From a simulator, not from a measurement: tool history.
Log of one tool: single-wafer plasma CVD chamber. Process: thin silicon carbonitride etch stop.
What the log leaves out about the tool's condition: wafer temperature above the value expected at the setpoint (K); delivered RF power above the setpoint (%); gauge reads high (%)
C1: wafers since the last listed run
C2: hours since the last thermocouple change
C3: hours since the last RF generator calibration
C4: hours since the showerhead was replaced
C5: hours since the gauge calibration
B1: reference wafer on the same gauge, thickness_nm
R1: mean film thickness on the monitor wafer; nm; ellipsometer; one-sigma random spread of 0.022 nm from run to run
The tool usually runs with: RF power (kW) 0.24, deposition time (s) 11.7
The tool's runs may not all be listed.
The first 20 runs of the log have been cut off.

run 21 day=64.062 | RF_power_(kW)=0.24 deposition_time_(s)=11.7 | C1=1339 C2=609.2 C3=1540.5 C4=748.7 C5=877.4 | B1=8.012 | R1=6.79
run 22 day=65.842 | RF_power_(kW)=0.285 deposition_time_(s)=12.3 | C1=1091 C2=651.9 C3=1583.2 C4=791.4 C5=920.1 | B1=8.009 | R1=7.394
run 23 day=69.383 | RF_power_(kW)=0.24 deposition_time_(s)=12.8 | C1=2172 C2=736.9 C3=1668.2 C4=876.4 C5=1005.1 | B1=8.015 | R1=7.404
-- day=71.458 RF generator calibrated
run 24 day=72.667 | RF_power_(kW)=0.24 deposition_time_(s)=11.7 | C1=1809 C2=815.7 C3=29 C4=955.2 C5=1083.9 | B1=8.008 | R1=6.866
run 25 day=75.45 | RF_power_(kW)=0.225 deposition_time_(s)=9.7 | C1=1707 C2=882.5 C3=95.8 C4=1022 C5=1150.7 | B1=8.001 | R1=5.576
run 26 day=78.196 | RF_power_(kW)=0.26 deposition_time_(s)=10.9 | C1=1684 C2=948.4 C3=161.7 C4=1087.9 C5=1216.6 | B1=8.014 | R1=6.519
run 27 day=81.792 | RF_power_(kW)=0.195 deposition_time_(s)=12.8 | C1=2206 C2=1034.7 C3=248 C4=1174.2 C5=1302.9 | B1=8.007 | R1=7.215
run 28 day=84.675 | RF_power_(kW)=0.21 deposition_time_(s)=11.7 | C1=1768 C2=1103.9 C3=317.2 C4=1243.4 C5=1372.1 | B1=8.012 | R1=6.674
-- day=85.121 thermocouple changed; heater temperature recalibrated
run 29 day=86.75 | RF_power_(kW)=0.24 deposition_time_(s)=13.7 | C1=1068 C2=39.1 C3=367 C4=1293.2 C5=1421.9 | B1=8.009 | R1=8.005

For run 30, what comes out?
run 30 day=89.35 | RF_power_(kW)=0.24 deposition_time_(s)=10.9 | C1=1595 C2=101.5 C3=429.4 C4=1355.6 C5=1484.3 | B1=? | R1=?

{"run 30": {"B1": 8.01, "R1": 6.358}}
Were there no unlogged condition in the tool, this run, its random variation unchanged, would have produced R1 6.406 nm.
